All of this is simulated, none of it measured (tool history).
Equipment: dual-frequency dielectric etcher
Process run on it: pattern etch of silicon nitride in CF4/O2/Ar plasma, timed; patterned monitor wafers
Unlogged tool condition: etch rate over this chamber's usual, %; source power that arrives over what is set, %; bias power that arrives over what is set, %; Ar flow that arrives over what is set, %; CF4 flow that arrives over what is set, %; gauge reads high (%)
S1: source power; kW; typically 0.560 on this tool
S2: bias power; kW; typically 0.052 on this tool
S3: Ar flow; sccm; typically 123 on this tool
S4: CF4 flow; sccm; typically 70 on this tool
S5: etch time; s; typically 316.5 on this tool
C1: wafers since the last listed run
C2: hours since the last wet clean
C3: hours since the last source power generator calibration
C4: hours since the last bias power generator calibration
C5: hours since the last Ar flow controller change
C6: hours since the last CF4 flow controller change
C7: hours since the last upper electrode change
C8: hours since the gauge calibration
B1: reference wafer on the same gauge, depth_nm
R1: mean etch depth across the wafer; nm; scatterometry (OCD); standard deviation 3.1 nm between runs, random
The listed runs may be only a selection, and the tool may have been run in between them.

run   hour     S1     S2   S3  S4     S5   C1     C2      C3      C4      C5      C6      C7     C8     B1     R1
  1    0.0  0.560  0.052  123  70  316.5    0  495.5  1356.4  2092.5  4745.2  2278.2  5138.7   76.7  788.0  690.7
  2   12.7  0.560  0.052  123  70  316.5   77  508.2  1369.1  2105.2  4757.9  2290.9  5151.4   89.4  786.5  689.5
  3   19.1  0.560  0.052  123  70  316.5   38  514.6  1375.5  2111.6  4764.3  2297.3  5157.8   95.8  789.6  688.6
  4   28.3  0.560  0.052  141  70  316.5   55  523.8  1384.7  2120.8  4773.5  2306.5  5167.0  105.0  789.0  680.7
      52.6  -- wet clean of the chamber
  5   53.1  0.560  0.052  123  70  316.5    4    0.5  1409.5  2145.6  4798.3  2331.3  5191.8  129.8  790.6  615.1
  6   53.5  0.560  0.052  123  70  316.5    2    0.9  1409.9  2146.0  4798.7  2331.7  5192.2  130.2  788.1  614.2
  7   60.5  0.430  0.043  123  54  232.0   42    7.9  1416.9  2153.0  4805.7  2338.7  5199.2  137.2  788.1  366.9
      79.8  -- CF4 flow controller replaced
  8   80.3  0.660  0.064  142  70  233.5   83   27.7  1436.7  2172.8  4825.5     0.5  5219.0  157.0  789.9  513.4
      86.2  -- source power generator calibrated
  9   86.7  0.700  0.052  109  70  316.5   14   34.1     0.5  2179.2  4831.9     6.9  5225.4  163.4  787.4  707.2
 10   98.0  0.560  0.052  123  70  343.0   68   45.4    11.8  2190.5  4843.2    18.2  5236.7  174.7  788.2  671.6
     111.0  -- Ar flow controller replaced
     124.9  -- upper electrode replaced
 11  125.4  0.560  0.052  123  70  316.5   45   72.8    39.2  2217.9    14.4    45.6     0.5  202.1  787.6  617.9
 12  128.7  0.640  0.052  110  86  316.5   20   76.1    42.5  2221.2    17.7    48.9     3.8  205.4  790.3  698.2
     139.2  -- bias power generator calibrated
     157.2  -- gauge calibrated
     158.9  -- wet clean of the chamber, repeated, since the last time left the tool worse
 13  159.4  0.560  0.052  123  70  265.0   42    0.5    73.2    20.2    48.4    79.6    34.5    2.2  788.6  553.8
 14  159.8  0.560  0.047  114  87  316.5    2    0.9    73.6    20.6    48.8    80.0    34.9    2.6  789.0  669.4
 15  168.2  0.560  0.052  110  70  316.5   50    9.3    82.0    29.0    57.2    88.4    43.3   11.0  789.0  669.4
 16  175.2  0.560  0.052  123  70  316.5   42   16.3    89.0    36.0    64.2    95.4    50.3   18.0  789.3  662.0
 17  192.8  0.560  0.052   99  70  372.0  106   33.9   106.6    53.6    81.8   113.0    67.9   35.6  788.9  798.0
 18  206.4  0.560  0.052  123  70  316.5   82   47.5   120.2    67.2    95.4   126.6    81.5   49.2  787.5  663.6
 19  221.2  0.500  0.052  123  70  316.5   89   62.3   135.0    82.0   110.2   141.4    96.3   64.0  787.6  626.1
 20  236.0  0.460  0.057  152  70  395.0   89   77.1   149.8    96.8   125.0   156.2   111.1   78.8  789.7  748.4
 21  252.0  0.560  0.052  123  70  265.0   97   93.1   165.8   112.8   141.0   172.2   127.1   94.8  789.6  557.7

Below are 4 alternative next runs, each starting from the tool's condition after run 21. Predict each:
  A  252.5  0.560  0.052  136  70  316.5   3  93.6  166.3  113.3  141.5  172.7  127.6  95.3   ?   ?
  B  252.5  0.440  0.059  113  61  316.5   3  93.6  166.3  113.3  141.5  172.7  127.6  95.3   ?   ?
  C  252.5  0.560  0.057  123  70  316.5   3  93.6  166.3  113.3  141.5  172.7  127.6  95.3   ?   ?
  D  252.5  0.490  0.059   97  70  316.5   3  93.6  166.3  113.3  141.5  172.7  127.6  95.3   ?   ?

run     B1     R1
  A  788.3  657.4
  B  788.3  601.6
  C  788.3  679.3
  D  788.3  657.4
The same runs, with their run-to-run variation unchanged, on a tool lacking any hidden condition would have given:
run     R1
  A  654.5
  B  598.9
  C  676.3
  D  654.5

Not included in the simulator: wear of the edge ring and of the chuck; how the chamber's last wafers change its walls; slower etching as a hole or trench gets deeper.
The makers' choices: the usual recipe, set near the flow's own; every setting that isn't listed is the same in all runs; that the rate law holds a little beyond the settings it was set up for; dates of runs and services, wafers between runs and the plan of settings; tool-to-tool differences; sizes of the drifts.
